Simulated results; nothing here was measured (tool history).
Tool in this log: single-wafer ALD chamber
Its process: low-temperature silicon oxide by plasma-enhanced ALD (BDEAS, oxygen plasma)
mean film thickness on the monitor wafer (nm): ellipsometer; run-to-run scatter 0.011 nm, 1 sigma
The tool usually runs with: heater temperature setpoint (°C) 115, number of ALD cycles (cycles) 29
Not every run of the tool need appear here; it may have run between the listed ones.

run	hour	heater temperature setpoint (°C)	number of ALD cycles (cycles)	wafers since the last listed run	hours since the last thermocouple change	hours since the gauge calibration	read-back reference wafer on the same gauge, thickness_nm	mean film thickness on the monitor wafer (nm)
1	0.0	125	29	0	1439.3	1544.5	4.261	4.218
2	115.2	115	28	1363	1554.5	1659.7	4.258	4.158
3	147.8	122	31	385	1587.1	1692.3	4.258	4.544
4	288.1	115	29	1661	1727.4	1832.6	4.264	4.316
5	335.4	115	29	560	1774.7	1879.9	4.261	4.308
6	375.0	115	29	468	1814.3	1919.5	4.264	4.311
7	438.3	115	29	749	1877.6	1982.8	4.263	4.321
8	495.4	110	29	676	1934.7	2039.9	4.259	4.351
9	541.4	110	29	544	1980.7	2085.9	4.259	4.331
10	581.8	110	29	478	2021.1	2126.3	4.265	4.353
11	648.6	107	25	790	2087.9	2193.1	4.264	3.770
12	697.0	107	25	573	2136.3	2241.5	4.257	3.766
13	878.2	107	25	2145	2317.5	2422.7	4.260	3.773
# hour 921.3: gauge calibrated
# hour 1042.5: thermocouple changed; heater temperature recalibrated
14	1080.7	115	29	2302	38.2	159.4	4.262	4.264
15	1140.1	115	29	703	97.6	218.8	4.260	4.290
16	1202.6	115	29	739	160.1	281.3	4.256	4.285
17	1255.8	115	29	629	213.3	334.5	4.260	4.276
18	1308.2	115	29	620	265.7	386.9	4.262	4.257
19	1357.5	115	25	583	315.0	436.2	4.259	3.676
20	1403.7	115	25	546	361.2	482.4	4.260	3.670
# hour 1444.0: thermocouple changed; heater temperature recalibrated, repeated, since the last time left the tool worse
21	1446.6	115	29	413	2.6	525.3	4.261	4.338
22	1493.4	115	29	554	49.4	572.1	4.259	4.357
23	1545.7	127	23	619	101.7	624.4	4.260	3.362
24	1582.9	123	26	440	138.9	661.6	4.258	3.823
25	1616.8	115	32	401	172.8	695.5	4.264	4.787
26	1647.8	130	33	367	203.8	726.5	4.262	4.815
27	1714.8	121	29	793	270.8	793.5	4.261	4.292
28	1757.3	101	25	503	313.3	836.0	4.264	3.854
29	1812.6	121	29	654	368.6	891.3	4.262	4.267
30	1869.0	104	31	667	425.0	947.7	4.261	4.748
31	1922.1	115	29	628	478.1	1000.8	4.267	4.333
32	2135.4	130	33	2525	691.4	1214.1	4.262	4.778
33	2181.0	115	29	539	737.0	1259.7	4.259	4.308
34	2241.4	115	34	715	797.4	1320.1	4.258	5.080
35	2282.7	115	29	488	838.7	1361.4	4.256	4.325
36	2353.6	104	24	839	909.6	1432.3	4.259	3.666
37	2398.7	125	34	533	954.7	1477.4	4.263	4.974
38	2548.5	115	29	1773	1104.5	1627.2	4.258	4.327
39	2589.0	115	27	479	1145.0	1667.7	4.260	4.027
40	2631.9	126	32	507	1187.9	1710.6	4.259	4.661
41	2699.6	107	32	801	1255.6	1778.3	4.260	4.869

A few steps of mean film thickness on the monitor wafer (nm) between consecutive runs. Split each: what settings, incoming material and random variation would produce without the hidden state, and what is left over for the hidden state, along with gauge scatter present in only one of the two compared results (measured, and without hidden state):
What the log doesn't record here: wafer temperature above the value expected at the setpoint (K); gauge reads high (%).
Run 13 -> 14: heater temperature setpoint (°C) 107 -> 115, number of ALD cycles (cycles) 25 -> 29, gauge calibrated, thermocouple changed; heater temperature recalibrated. mean film thickness on the monitor wafer (nm) +0.491: hidden state -0.032, all else +0.523.
Run 18 -> 19: number of ALD cycles (cycles) 29 -> 25. mean film thickness on the monitor wafer (nm) -0.581: hidden state +0.008, all else -0.589.
Run 20 -> 21: number of ALD cycles (cycles) 25 -> 29, thermocouple changed; heater temperature recalibrated, repeated, since the last time left the tool worse. mean film thickness on the monitor wafer (nm) +0.668: hidden state +0.067, all else +0.601.
Run 22 -> 23: heater temperature setpoint (°C) 115 -> 127, number of ALD cycles (cycles) 29 -> 23. mean film thickness on the monitor wafer (nm) -0.995: hidden state -0.002, all else -0.993.
Run 24 -> 25: heater temperature setpoint (°C) 123 -> 115, number of ALD cycles (cycles) 26 -> 32. mean film thickness on the monitor wafer (nm) +0.964: hidden state +0.001, all else +0.963.
Run 36 -> 37: heater temperature setpoint (°C) 104 -> 125, number of ALD cycles (cycles) 24 -> 34. mean film thickness on the monitor wafer (nm) +1.308: hidden state -0.004, all else +1.312.
